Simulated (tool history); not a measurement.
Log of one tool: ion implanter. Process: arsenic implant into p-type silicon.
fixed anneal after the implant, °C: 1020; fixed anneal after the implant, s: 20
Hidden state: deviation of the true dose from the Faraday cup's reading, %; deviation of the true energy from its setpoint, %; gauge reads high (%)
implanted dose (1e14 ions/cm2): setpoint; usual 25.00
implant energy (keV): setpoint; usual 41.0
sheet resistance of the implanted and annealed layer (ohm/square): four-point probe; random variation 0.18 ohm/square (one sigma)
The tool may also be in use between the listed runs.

| run | hour | implanted dose (1e14 ions/cm2) | implant energy (keV) | wafers since the last listed run | hours since the last dose calibration | hours since the extraction supply was calibrated | hours since the gauge calibration | read-back reference wafer on the same gauge, sheet resistance | sheet resistance of the implanted and annealed layer (ohm/square) |
|---|---|---|---|---|---|---|---|---|---|
| 1 | 0.0 | 25.00 | 41.0 | 0 | 967.6 | 3726.5 | 808.6 | 82.12 | 73.98 |
| 2 | 56.1 | 25.00 | 41.0 | 956 | 1023.7 | 3782.6 | 864.7 | 82.12 | 73.88 |
| 3 | 110.8 | 25.00 | 41.0 | 932 | 1078.4 | 3837.3 | 919.4 | 82.18 | 73.80 |
| 4 | 152.2 | 25.00 | 41.0 | 705 | 1119.8 | 3878.7 | 960.8 | 82.11 | 73.84 |
| 5 | 217.6 | 25.00 | 41.0 | 1114 | 1185.2 | 3944.1 | 1026.2 | 82.13 | 73.96 |
| 6 | 247.4 | 19.58 | 41.0 | 508 | 1215.0 | 3973.9 | 1056.0 | 82.12 | 79.97 |
| 7 | 281.3 | 19.58 | 41.0 | 577 | 1248.9 | 4007.8 | 1089.9 | 82.03 | 79.86 |
| 8 | 306.5 | 25.00 | 51.5 | 429 | 1274.1 | 4033.0 | 1115.1 | 82.01 | 66.83 |
| 9 | 331.5 | 25.00 | 41.0 | 426 | 1299.1 | 4058.0 | 1140.1 | 81.98 | 73.76 |
| 10 | 362.7 | 25.00 | 41.0 | 531 | 1330.3 | 4089.2 | 1171.3 | 81.97 | 73.63 |
| 11 | 417.8 | 25.00 | 41.0 | 939 | 1385.4 | 4144.3 | 1226.4 | 82.08 | 73.75 |
| 12 | 488.0 | 25.00 | 41.0 | 1196 | 1455.6 | 4214.5 | 1296.6 | 82.16 | 73.44 |
|  | 510.7 | gauge calibrated |
| 13 | 568.9 | 25.00 | 41.0 | 1379 | 1536.5 | 4295.4 | 58.2 | 81.97 | 73.63 |
| 14 | 632.6 | 21.87 | 35.0 | 1085 | 1600.2 | 4359.1 | 121.9 | 82.16 | 81.84 |
| 15 | 696.3 | 25.00 | 41.0 | 1085 | 1663.9 | 4422.8 | 185.6 | 82.03 | 73.54 |
|  | 721.2 | Faraday cup replaced and dose calibrated |
| 16 | 738.0 | 27.85 | 52.5 | 574 | 16.8 | 4464.5 | 227.3 | 82.02 | 64.49 |
| 17 | 763.3 | 27.59 | 27.0 | 431 | 42.1 | 4489.8 | 252.6 | 82.08 | 86.14 |
|  | 803.9 | extraction supply calibrated |
| 18 | 808.0 | 25.00 | 41.0 | 625 | 86.8 | 4.1 | 297.3 | 82.23 | 74.42 |
| 19 | 859.1 | 18.89 | 41.0 | 871 | 137.9 | 55.2 | 348.4 | 82.07 | 82.17 |
| 20 | 903.3 | 25.00 | 41.0 | 753 | 182.1 | 99.4 | 392.6 | 82.14 | 74.18 |
| 21 | 970.9 | 29.93 | 45.5 | 1152 | 249.7 | 167.0 | 460.2 | 82.16 | 67.33 |
| 22 | 1012.0 | 25.00 | 41.0 | 700 | 290.8 | 208.1 | 501.3 | 82.04 | 73.97 |
| 23 | 1075.2 | 25.00 | 41.0 | 1077 | 354.0 | 271.3 | 564.5 | 82.07 | 73.93 |
| 24 | 1228.3 | 27.26 | 41.0 | 2610 | 507.1 | 424.4 | 717.6 | 82.14 | 72.24 |

Run 25 comes next. What will it give?
| 25 | 1296.1 | 19.51 | 48.5 | 1155 | 574.9 | 492.2 | 785.4 | ? | ? |

read-back reference wafer on the same gauge, sheet resistance: 82.11
sheet resistance of the implanted and annealed layer (ohm/square): 75.79
Without the tool's hidden state the same run would have given sheet resistance of the implanted and annealed layer (ohm/square) 76.62.

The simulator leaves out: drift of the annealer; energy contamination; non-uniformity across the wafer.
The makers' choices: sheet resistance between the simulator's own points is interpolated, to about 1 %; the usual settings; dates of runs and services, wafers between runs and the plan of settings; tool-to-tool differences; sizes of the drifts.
